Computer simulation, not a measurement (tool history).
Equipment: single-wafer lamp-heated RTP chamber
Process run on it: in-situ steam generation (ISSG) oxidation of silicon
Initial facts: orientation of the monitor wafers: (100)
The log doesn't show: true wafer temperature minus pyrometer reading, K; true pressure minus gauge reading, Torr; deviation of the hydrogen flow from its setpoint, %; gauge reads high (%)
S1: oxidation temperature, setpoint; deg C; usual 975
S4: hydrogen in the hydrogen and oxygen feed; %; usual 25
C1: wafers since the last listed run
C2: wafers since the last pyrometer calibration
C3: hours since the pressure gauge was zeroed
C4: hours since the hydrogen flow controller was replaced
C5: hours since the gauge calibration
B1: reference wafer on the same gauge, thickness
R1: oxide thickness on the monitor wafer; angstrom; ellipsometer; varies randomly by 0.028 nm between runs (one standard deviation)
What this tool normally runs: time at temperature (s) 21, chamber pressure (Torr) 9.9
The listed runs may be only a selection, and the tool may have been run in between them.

Run 1, hour 0.0: usual settings; C1 0; C2 1853; C3 1103.5; C4 1084.9; C5 417.2; B1 4.269. Result: R1 51.32 angstrom.
Run 2, hour 96.1: usual settings; C1 824; C2 2677; C3 1199.6; C4 1181.0; C5 513.3; B1 4.270. Result: R1 51.97 angstrom.
Run 3, hour 173.7: usual settings; C1 665; C2 3343; C3 1277.2; C4 1258.6; C5 590.9; B1 4.276. Result: R1 51.47 angstrom.
Run 4, hour 220.4: usual settings but S1 985 deg C; C1 400; C2 3743; C3 1323.9; C4 1305.3; C5 637.6; B1 4.271. Result: R1 53.90 angstrom.
Run 5, hour 281.2: usual settings but S1 985 deg C; C1 521; C2 4265; C3 1384.7; C4 1366.1; C5 698.4; B1 4.264. Result: R1 53.96 angstrom.
At hour 355.2: pyrometer window cleaned and pyrometer calibrated.
Run 6, hour 540.3: usual settings but time at temperature (s) 16; C1 2153; C2 1587; C3 1643.8; C4 1625.2; C5 957.5; B1 4.268. Result: R1 45.70 angstrom.
Run 7, hour 618.9: usual settings but time at temperature (s) 16; C1 674; C2 2261; C3 1722.4; C4 1703.8; C5 1036.1; B1 4.269. Result: R1 46.15 angstrom.
Run 8, hour 719.7: usual settings; C1 864; C2 3126; C3 1823.2; C4 1804.6; C5 1136.9; B1 4.271. Result: R1 51.72 angstrom.
Run 9, hour 810.1: usual settings; C1 775; C2 3901; C3 1913.6; C4 1895.0; C5 1227.3; B1 4.262. Result: R1 51.76 angstrom.
Run 10, hour 854.7: usual settings; C1 382; C2 4283; C3 1958.2; C4 1939.6; C5 1271.9; B1 4.268. Result: R1 52.54 angstrom.
At hour 878.1: pyrometer window cleaned and pyrometer calibrated.
Run 11, hour 931.4: usual settings; C1 589; C2 457; C3 2034.9; C4 2016.3; C5 1348.6; B1 4.268. Result: R1 52.78 angstrom.
Run 12, hour 1008.8: usual settings; C1 663; C2 1121; C3 2112.3; C4 2093.7; C5 1426.0; B1 4.265. Result: R1 53.62 angstrom.
Run 13, hour 1057.2: usual settings; C1 415; C2 1536; C3 2160.7; C4 2142.1; C5 1474.4; B1 4.269. Result: R1 53.41 angstrom.
Run 14, hour 1150.3: usual settings; C1 798; C2 2334; C3 2253.8; C4 2235.2; C5 1567.5; B1 4.273. Result: R1 53.75 angstrom.
Run 15, hour 1212.4: usual settings; C1 532; C2 2867; C3 2315.9; C4 2297.3; C5 1629.6; B1 4.273. Result: R1 53.85 angstrom.
At hour 1220.8: pyrometer window cleaned and pyrometer calibrated, repeated, since the last time left the tool worse.
Run 16, hour 1516.7: usual settings; C1 2541; C2 2537; C3 2620.2; C4 2601.6; C5 1933.9; B1 4.273. Result: R1 52.06 angstrom.
Run 17, hour 1598.6: usual settings but time at temperature (s) 25, chamber pressure (Torr) 10.2; C1 702; C2 3239; C3 2702.1; C4 2683.5; C5 2015.8; B1 4.270. Result: R1 55.56 angstrom.
Run 18, hour 1684.2: usual settings but S1 966 deg C, time at temperature (s) 29, S4 31 %; C1 734; C2 3973; C3 2787.7; C4 2769.1; C5 2101.4; B1 4.271. Result: R1 60.98 angstrom.
At hour 1734.0: hydrogen flow controller replaced.
At hour 1739.9: pyrometer window cleaned and pyrometer calibrated.
Run 19, hour 1827.3: usual settings but time at temperature (s) 13, chamber pressure (Torr) 10.2; C1 1108; C2 749; C3 2930.8; C4 93.3; C5 2244.5; B1 4.271. Result: R1 41.54 angstrom.
At hour 1864.6: pressure gauge zeroed.
Run 20, hour 1967.1: usual settings but chamber pressure (Torr) 10.2, S4 31 %; C1 1130; C2 1880; C3 102.5; C4 233.1; C5 2384.3; B1 4.270. Result: R1 53.93 angstrom.
Run 21, hour 2017.1: usual settings but time at temperature (s) 15, chamber pressure (Torr) 9.2; C1 428; C2 2308; C3 152.5; C4 283.1; C5 2434.3; B1 4.273. Result: R1 45.17 angstrom.
At hour 2035.1: gauge calibrated.
Run 22, hour 2124.5: usual settings but S1 988 deg C, time at temperature (s) 28, chamber pressure (Torr) 9.0, S4 16 %; C1 921; C2 3229; C3 259.9; C4 390.5; C5 89.4; B1 4.269. Result: R1 57.63 angstrom.
Run 23, hour 2161.2: usual settings but S1 987 deg C, time at temperature (s) 19, chamber pressure (Torr) 10.2, S4 31 %; C1 314; C2 3544; C3 296.6; C4 427.2; C5 126.1; B1 4.270. Result: R1 53.43 angstrom.
Run 24, hour 2206.9: usual settings but S1 961 deg C, time at temperature (s) 16, S4 29 %; C1 391; C2 3936; C3 342.3; C4 472.9; C5 171.8; B1 4.269. Result: R1 46.31 angstrom.
Run 25, hour 2279.8: usual settings but time at temperature (s) 13; C1 625; C2 4561; C3 415.2; C4 545.8; C5 244.7; B1 4.264. Result: R1 42.48 angstrom.
At hour 2324.6: pyrometer window cleaned and pyrometer calibrated.
Run 26, hour 2349.2: usual settings but time at temperature (s) 18; C1 526; C2 210; C3 484.6; C4 615.2; C5 314.1; B1 4.271. Result: R1 48.19 angstrom.
Run 27, hour 2436.8: usual settings but S1 988 deg C, time at temperature (s) 25; C1 751; C2 961; C3 572.2; C4 702.8; C5 401.7; B1 4.271. Result: R1 58.22 angstrom.
Run 28, hour 2492.6: usual settings; C1 478; C2 1440; C3 628.0; C4 758.6; C5 457.5; B1 4.270. Result: R1 51.35 angstrom.
Run 29, hour 2558.5: usual settings; C1 565; C2 2005; C3 693.9; C4 824.5; C5 523.4; B1 4.267. Result: R1 51.35 angstrom.
Run 30, hour 2615.3: usual settings but time at temperature (s) 13, chamber pressure (Torr) 10.2, S4 28 %; C1 487; C2 2492; C3 750.7; C4 881.3; C5 580.2; B1 4.269. Result: R1 42.86 angstrom.
Run 31, hour 2708.2: usual settings; C1 796; C2 3289; C3 843.6; C4 974.2; C5 673.1; B1 4.268. Result: R1 52.36 angstrom.
Run 32, hour 2767.5: usual settings; C1 508; C2 3798; C3 902.9; C4 1033.5; C5 732.4; B1 4.272. Result: R1 52.28 angstrom.

Below are 3 alternative next runs, each starting from the tool's condition after run 32. Predict each:
Run A, hour 2768.0: usual settings; C1 4; C2 3802; C3 903.4; C4 1034.0; C5 732.9; B1 ?. Result: R1 ?.
Run B, hour 2768.0: usual settings but time at temperature (s) 28; C1 4; C2 3802; C3 903.4; C4 1034.0; C5 732.9; B1 ?. Result: R1 ?.
Run C, hour 2768.0: usual settings but S1 961 deg C, time at temperature (s) 24, chamber pressure (Torr) 10.2; C1 4; C2 3802; C3 903.4; C4 1034.0; C5 732.9; B1 ?. Result: R1 ?.

run     B1     R1
  A  4.274  51.82
  B  4.274  59.07
  C  4.274  51.95
The same runs, with their run-to-run variation unchanged, on a tool lacking any hidden condition would have given:
run     R1
  A  51.02
  B  58.08
  C  51.18

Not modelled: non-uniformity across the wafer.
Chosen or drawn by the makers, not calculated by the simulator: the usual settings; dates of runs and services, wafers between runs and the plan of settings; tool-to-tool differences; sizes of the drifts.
